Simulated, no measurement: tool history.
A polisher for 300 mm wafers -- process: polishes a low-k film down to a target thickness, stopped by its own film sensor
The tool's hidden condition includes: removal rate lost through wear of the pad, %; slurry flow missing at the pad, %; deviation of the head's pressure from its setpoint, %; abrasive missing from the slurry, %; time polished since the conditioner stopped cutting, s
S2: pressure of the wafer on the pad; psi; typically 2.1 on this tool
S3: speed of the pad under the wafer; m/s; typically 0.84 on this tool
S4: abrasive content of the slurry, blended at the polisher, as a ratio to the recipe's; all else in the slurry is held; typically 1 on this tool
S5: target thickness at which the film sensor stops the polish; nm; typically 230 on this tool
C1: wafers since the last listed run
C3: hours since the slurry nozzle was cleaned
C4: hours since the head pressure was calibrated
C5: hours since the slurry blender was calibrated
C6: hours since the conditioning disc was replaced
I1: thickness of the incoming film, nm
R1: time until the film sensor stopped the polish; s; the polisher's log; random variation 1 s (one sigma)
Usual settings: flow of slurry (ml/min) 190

Run 1, hour 0: usual settings; C1 0; wafers polished on this pad 310; C3 475.5; C4 328; C5 254.2; C6 50.5; I1 279.9. Result: R1 103.2 s.
Run 2, hour 24.3: usual settings but S2 2.5 psi, S3 0.92 m/s, S4 0.85, S5 239 nm; C1 149; wafers polished on this pad 459; C3 499.8; C4 352.3; C5 278.5; C6 74.8; I1 280.5. Result: R1 76.3 s.
Run 3, hour 50.3: usual settings but flow of slurry (ml/min) 145, S2 2.6 psi, S4 0.85, S5 222 nm; C1 159; wafers polished on this pad 618; C3 525.8; C4 378.3; C5 304.5; C6 100.8; I1 285. Result: R1 124.2 s.
Run 4, hour 117.6: usual settings but flow of slurry (ml/min) 170; C1 413; wafers polished on this pad 1031; C3 593.1; C4 445.6; C5 371.8; C6 168.1; I1 277.4. Result: R1 100.6 s.
At hour 218.9: slurry blender recalibrated.
Run 5, hour 295.2: usual settings but S3 0.7 m/s, S4 0.8; C1 1077; wafers polished on this pad 2109; C3 770.7; C4 623.2; C5 76.3; C6 345.7; I1 278.9. Result: R1 140.8 s.
Run 6, hour 347.7: usual settings; C1 322; wafers polished on this pad 2432; C3 823.2; C4 675.7; C5 128.8; C6 398.2; I1 277. Result: R1 96.5 s.
Run 7, hour 394: usual settings but flow of slurry (ml/min) 215, S2 1.6 psi; C1 284; wafers polished on this pad 2716; C3 869.5; C4 722; C5 175.1; C6 444.5; I1 276. Result: R1 121.3 s.
At hour 404: conditioning disc replaced and pad reconditioned.
At hour 432.4: slurry nozzle cleaned.
Run 8, hour 449.7: usual settings but S2 1.5 psi, S4 1.2, S5 214 nm; C1 323; wafers polished on this pad 3039; C3 17.3; C4 777.7; C5 230.8; C6 45.7; I1 279.8. Result: R1 168.1 s.
At hour 457.2: worn pad replaced by a new one.
Run 9, hour 621.2: usual settings but flow of slurry (ml/min) 140, S4 0.7; C1 1028; wafers polished on this pad 1006; C3 188.8; C4 949.2; C5 402.3; C6 217.2; I1 279.9. Result: R1 154 s.
Run 10, hour 660.7: usual settings but flow of slurry (ml/min) 245, S3 0.66 m/s; C1 242; wafers polished on this pad 1249; C3 228.3; C4 988.7; C5 441.8; C6 256.7; I1 279. Result: R1 118.9 s.
At hour 688.6: slurry blender recalibrated.
Run 11, hour 716.6: usual settings but flow of slurry (ml/min) 135, S3 0.62 m/s, S4 1.3, S5 238 nm; C1 330; wafers polished on this pad 1580; C3 284.2; C4 1044.6; C5 28; C6 312.6; I1 277.7. Result: R1 95.7 s.
Run 12, hour 783.6: usual settings but flow of slurry (ml/min) 140, S2 2.6 psi, S5 237 nm; C1 411; wafers polished on this pad 1991; C3 351.2; C4 1111.6; C5 95; C6 379.6; I1 277.4. Result: R1 70.3 s.
Run 13, hour 811.5: usual settings but flow of slurry (ml/min) 135, S3 0.62 m/s, S4 1.3, S5 238 nm; C1 171; wafers polished on this pad 2162; C3 379.1; C4 1139.5; C5 122.9; C6 407.5; I1 281.7. Result: R1 103.4 s.
At hour 839.3: conditioning disc replaced and pad reconditioned.
At hour 853.7: head pressure recalibrated.
Run 14, hour 867.3: usual settings but flow of slurry (ml/min) 205; C1 317; wafers polished on this pad 2480; C3 434.9; C4 13.6; C5 178.7; C6 28; I1 277.2. Result: R1 96 s.
At hour 908.7: worn pad replaced by a new one.
Run 15, hour 928.1: usual settings; C1 348; wafers polished on this pad 119; C3 495.7; C4 74.4; C5 239.5; C6 88.8; I1 280.4. Result: R1 103.8 s.
Run 16, hour 963.1: usual settings but flow of slurry (ml/min) 205; C1 214; wafers polished on this pad 333; C3 530.7; C4 109.4; C5 274.5; C6 123.8; I1 283.2. Result: R1 108 s.
Run 17, hour 1033: usual settings; C1 429; wafers polished on this pad 763; C3 600.6; C4 179.3; C5 344.4; C6 193.7; I1 280. Result: R1 102.9 s.
Run 18, hour 1077.6: usual settings but S3 0.92 m/s; C1 273; wafers polished on this pad 1036; C3 645.2; C4 223.9; C5 389; C6 238.3; I1 278.1. Result: R1 92.3 s.
At hour 1124.4: slurry blender recalibrated.
Run 19, hour 1146.9: usual settings but S2 2.4 psi, S4 1.1, S5 217 nm; C1 413; wafers polished on this pad 1449; C3 714.5; C4 293.2; C5 22.5; C6 307.6; I1 285. Result: R1 115.6 s.
Run 20, hour 1208: usual settings but flow of slurry (ml/min) 135, S2 1.8 psi, S3 0.68 m/s, S5 235 nm; C1 375; wafers polished on this pad 1824; C3 775.6; C4 354.3; C5 83.6; C6 368.7; I1 280. Result: R1 135.1 s.
Run 21, hour 1273.7: usual settings but flow of slurry (ml/min) 215, S2 2.7 psi, S3 0.74 m/s, S5 247 nm; C1 403; wafers polished on this pad 2228; C3 841.3; C4 420; C5 149.3; C6 434.4; I1 280.4. Result: R1 58 s.
At hour 1280.9: slurry nozzle cleaned.
Run 22, hour 1314.3: usual settings but S5 243 nm; C1 243; wafers polished on this pad 2471; C3 33.4; C4 460.6; C5 189.9; C6 475; I1 278. Result: R1 73.4 s.
At hour 1342.9: conditioning disc replaced and pad reconditioned.
Run 23, hour 1360.6: usual settings but flow of slurry (ml/min) 215; C1 271; wafers polished on this pad 2743; C3 79.7; C4 506.9; C5 236.2; C6 17.7; I1 280.4. Result: R1 101.1 s.
Run 24, hour 1392.7: usual settings but S2 1.7 psi; C1 197; wafers polished on this pad 2940; C3 111.8; C4 539; C5 268.3; C6 49.8; I1 278.4. Result: R1 123.3 s.

Below are 5 alternative next runs, each starting from the tool's condition after run 24. Predict each:
Run A, hour 1393.2: usual settings but S4 1.1; C1 3; wafers polished on this pad 2943; C3 112.3; C4 539.5; C5 268.8; C6 50.3; I1 279.7. Result: R1 ?.
Run B, hour 1393.2: usual settings but S2 1.7 psi, S5 236 nm; C1 3; wafers polished on this pad 2943; C3 112.3; C4 539.5; C5 268.8; C6 50.3; I1 279.7. Result: R1 ?.
Run C, hour 1393.2: usual settings but flow of slurry (ml/min) 165, S3 0.94 m/s, S4 0.8, S5 238 nm; C1 3; wafers polished on this pad 2943; C3 112.3; C4 539.5; C5 268.8; C6 50.3; I1 279.7. Result: R1 ?.
Run D, hour 1393.2: usual settings but S4 1.25; C1 3; wafers polished on this pad 2943; C3 112.3; C4 539.5; C5 268.8; C6 50.3; I1 279.7. Result: R1 ?.
Run E, hour 1393.2: usual settings but S2 2.5 psi, S5 219 nm; C1 3; wafers polished on this pad 2943; C3 112.3; C4 539.5; C5 268.8; C6 50.3; I1 279.7. Result: R1 ?.

run     R1
  A   96.5
  B  112.1
  C   98.9
  D   89.5
  E  105.9
With the hidden condition removed and each run's random variation left untouched, the same runs would have given:
run     R1
  A   96.5
  B  112.1
  C   98.9
  D   89.5
  E  105.9

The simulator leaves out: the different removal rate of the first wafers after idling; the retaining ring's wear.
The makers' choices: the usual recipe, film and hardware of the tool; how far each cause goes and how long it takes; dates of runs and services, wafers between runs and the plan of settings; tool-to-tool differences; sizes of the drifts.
